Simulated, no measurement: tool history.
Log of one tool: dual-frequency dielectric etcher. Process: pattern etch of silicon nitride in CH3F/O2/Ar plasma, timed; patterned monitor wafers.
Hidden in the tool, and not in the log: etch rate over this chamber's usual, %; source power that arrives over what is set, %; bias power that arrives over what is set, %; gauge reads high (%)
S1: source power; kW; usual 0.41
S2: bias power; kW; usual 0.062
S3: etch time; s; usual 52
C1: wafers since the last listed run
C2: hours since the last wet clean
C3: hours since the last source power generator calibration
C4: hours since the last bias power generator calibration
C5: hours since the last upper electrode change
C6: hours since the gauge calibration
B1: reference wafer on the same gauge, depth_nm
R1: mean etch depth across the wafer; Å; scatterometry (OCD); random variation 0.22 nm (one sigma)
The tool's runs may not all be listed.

run 1 hour=0 | S1=0.41 S2=0.062 S3=52 | C1=0 C2=538 C3=3128.4 C4=2644.2 C5=5399.7 C6=211.8 | B1=34.99 | R1=306.5
-- hour=10.3 wet clean of the chamber
run 2 hour=81.2 | S1=0.41 S2=0.062 S3=52 | C1=1074 C2=70.9 C3=3209.6 C4=2725.4 C5=5480.9 C6=293 | B1=34.98 | R1=323.9
run 3 hour=153.1 | S1=0.41 S2=0.062 S3=52 | C1=1090 C2=142.8 C3=3281.5 C4=2797.3 C5=5552.8 C6=364.9 | B1=34.96 | R1=320
run 4 hour=259.6 | S1=0.41 S2=0.062 S3=52 | C1=1614 C2=249.3 C3=3388 C4=2903.8 C5=5659.3 C6=471.4 | B1=35.04 | R1=314.3
run 5 hour=354.4 | S1=0.41 S2=0.054 S3=52 | C1=1437 C2=344.1 C3=3482.8 C4=2998.6 C5=5754.1 C6=566.2 | B1=34.95 | R1=288.8
-- hour=510.4 gauge calibrated
-- hour=522.7 wet clean of the chamber
run 6 hour=538.2 | S1=0.41 S2=0.054 S3=52 | C1=2423 C2=15.5 C3=3666.6 C4=3182.4 C5=5937.9 C6=27.8 | B1=35.02 | R1=301.6
run 7 hour=574.7 | S1=0.41 S2=0.054 S3=52 | C1=553 C2=52 C3=3703.1 C4=3218.9 C5=5974.4 C6=64.3 | B1=35.03 | R1=295.8
-- hour=603 bias power generator calibrated
run 8 hour=658.6 | S1=0.41 S2=0.062 S3=52 | C1=1211 C2=135.9 C3=3787 C4=55.6 C5=6058.3 C6=148.2 | B1=35.03 | R1=313.4
-- hour=770.8 upper electrode replaced, of another model than before
run 9 hour=771.3 | S1=0.32 S2=0.051 S3=52 | C1=1344 C2=248.6 C3=3899.7 C4=168.3 C5=0.5 C6=260.9 | B1=35.01 | R1=223.1
-- hour=776.2 source power generator calibrated
run 10 hour=844.5 | S1=0.38 S2=0.062 S3=52 | C1=1049 C2=321.8 C3=68.3 C4=241.5 C5=73.7 C6=334.1 | B1=34.94 | R1=290.1
run 11 hour=937.9 | S1=0.49 S2=0.072 S3=37 | C1=1416 C2=415.2 C3=161.7 C4=334.9 C5=167.1 C6=427.5 | B1=35.02 | R1=268.8
run 12 hour=1001 | S1=0.41 S2=0.062 S3=52 | C1=956 C2=478.3 C3=224.8 C4=398 C5=230.2 C6=490.6 | B1=35.02 | R1=307.9
-- hour=1074.1 wet clean of the chamber
run 13 hour=1087.7 | S1=0.36 S2=0.052 S3=46 | C1=950 C2=13.6 C3=311.5 C4=484.7 C5=316.9 C6=577.3 | B1=35.05 | R1=235.5
run 14 hour=1138.6 | S1=0.48 S2=0.057 S3=52 | C1=771 C2=64.5 C3=362.4 C4=535.6 C5=367.8 C6=628.2 | B1=34.99 | R1=350.8

Forecast each of these 5 alternatives for the next run:
run A hour=1139 | S1=0.41 S2=0.062 S3=52 | C1=6 C2=64.9 C3=362.8 C4=536 C5=368.2 C6=628.6 | B1=? | R1=?
run B hour=1139 | S1=0.41 S2=0.057 S3=52 | C1=6 C2=64.9 C3=362.8 C4=536 C5=368.2 C6=628.6 | B1=? | R1=?
run C hour=1139 | S1=0.46 S2=0.062 S3=58 | C1=6 C2=64.9 C3=362.8 C4=536 C5=368.2 C6=628.6 | B1=? | R1=?
run D hour=1139 | S1=0.45 S2=0.055 S3=40 | C1=6 C2=64.9 C3=362.8 C4=536 C5=368.2 C6=628.6 | B1=? | R1=?
run E hour=1139 | S1=0.41 S2=0.076 S3=65 | C1=6 C2=64.9 C3=362.8 C4=536 C5=368.2 C6=628.6 | B1=? | R1=?

run=A B1=34.97 R1=322.1
run=B B1=34.97 R1=312
run=C B1=34.97 R1=395.4
run=D B1=34.97 R1=256.3
run=E B1=34.97 R1=435.6
Without the tool's hidden state the same runs would have given:
run=A R1=326
run=B R1=315.8
run=C R1=400.1
run=D R1=259.4
run=E R1=440.8
